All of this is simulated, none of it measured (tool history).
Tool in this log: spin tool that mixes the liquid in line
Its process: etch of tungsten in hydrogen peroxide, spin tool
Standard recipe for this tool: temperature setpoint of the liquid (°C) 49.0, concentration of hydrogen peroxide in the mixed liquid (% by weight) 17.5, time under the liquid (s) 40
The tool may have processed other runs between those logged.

run   hour  temperature setpoint of the liquid (°C)  concentration of hydrogen peroxide in the mixed liquid (% by weight)  time under the liquid (s)  wafers since the last listed run  hours since the thermometer was replaced  hours since the peroxide flow meter was replaced  hours since the heated supply line was repaired  hours since the drum of peroxide was connected  hours since the gauge calibration  read-back film thickness of the tungsten reference wafer, read on the same gauge (nm)  thickness taken off the tungsten on a monitor wafer (nm)
  1    0.0                                     49.0                                                                  17.5                         40                                 0                                     361.6                                            1352.7                                           1082.5                                           535.3                              184.5                                                                                  50.00                                                     25.75
  2   91.5                                     45.0                                                                  17.5                         20                              1424                                     453.1                                            1444.2                                           1174.0                                           626.8                              276.0                                                                                  49.99                                                      9.90
  3  150.5                                     49.0                                                                  17.5                         40                               918                                     512.1                                            1503.2                                           1233.0                                           685.8                              335.0                                                                                  50.00                                                     25.67
  4  200.6                                     49.0                                                                  17.5                         40                               780                                     562.2                                            1553.3                                           1283.1                                           735.9                              385.1                                                                                  50.00                                                     25.53
  5  260.4                                     49.0                                                                  17.5                         40                               931                                     622.0                                            1613.1                                           1342.9                                           795.7                              444.9                                                                                  50.00                                                     25.03
     295.1  -- heated supply line repaired
  6  423.9                                     49.0                                                                  19.5                         40                              2530                                     785.5                                            1776.6                                            128.8                                           959.2                              608.4                                                                                  50.01                                                     23.07
     442.8  -- thermometer replaced
     452.9  -- heated supply line repaired, repeated, since the last time left the tool worse
     464.6  -- peroxide flow meter replaced
     479.3  -- new drum of peroxide connected
  7  495.3                                     49.0                                                                  19.5                         40                              1049                                      52.5                                              30.7                                             42.4                                            16.0                              679.8                                                                                  49.97                                                     31.14
  8  556.8                                     54.5                                                                  16.0                         65                               957                                     114.0                                              92.2                                            103.9                                            77.5                              741.3                                                                                  50.02                                                     61.70
  9  622.8                                     49.0                                                                  17.5                         40                              1027                                     180.0                                             158.2                                            169.9                                           143.5                              807.3                                                                                  50.00                                                     29.20
     666.0  -- gauge calibrated
 10  667.3                                     39.5                                                                  21.0                         30                               692                                     224.5                                             202.7                                            214.4                                           188.0                                1.3                                                                                  50.00                                                     12.78
 11  701.1                                     44.5                                                                  13.5                         20                               526                                     258.3                                             236.5                                            248.2                                           221.8                               35.1                                                                                  49.99                                                      9.40

Run 12, settings as shown, results not yet in. Your forecast:
 12  755.0                                     49.0                                                                  17.5                         40                               839                                     312.2                                             290.4                                            302.1                                           275.7                               89.0                                                                                      ?                                                         ?

{"run 12": {"read-back film thickness of the tungsten reference wafer, read on the same gauge (nm)": 49.99, "thickness taken off the tungsten on a monitor wafer (nm)": 28.39}}
Minus the tool's unlogged condition, the same run would have read thickness taken off the tungsten on a monitor wafer (nm) 29.74.
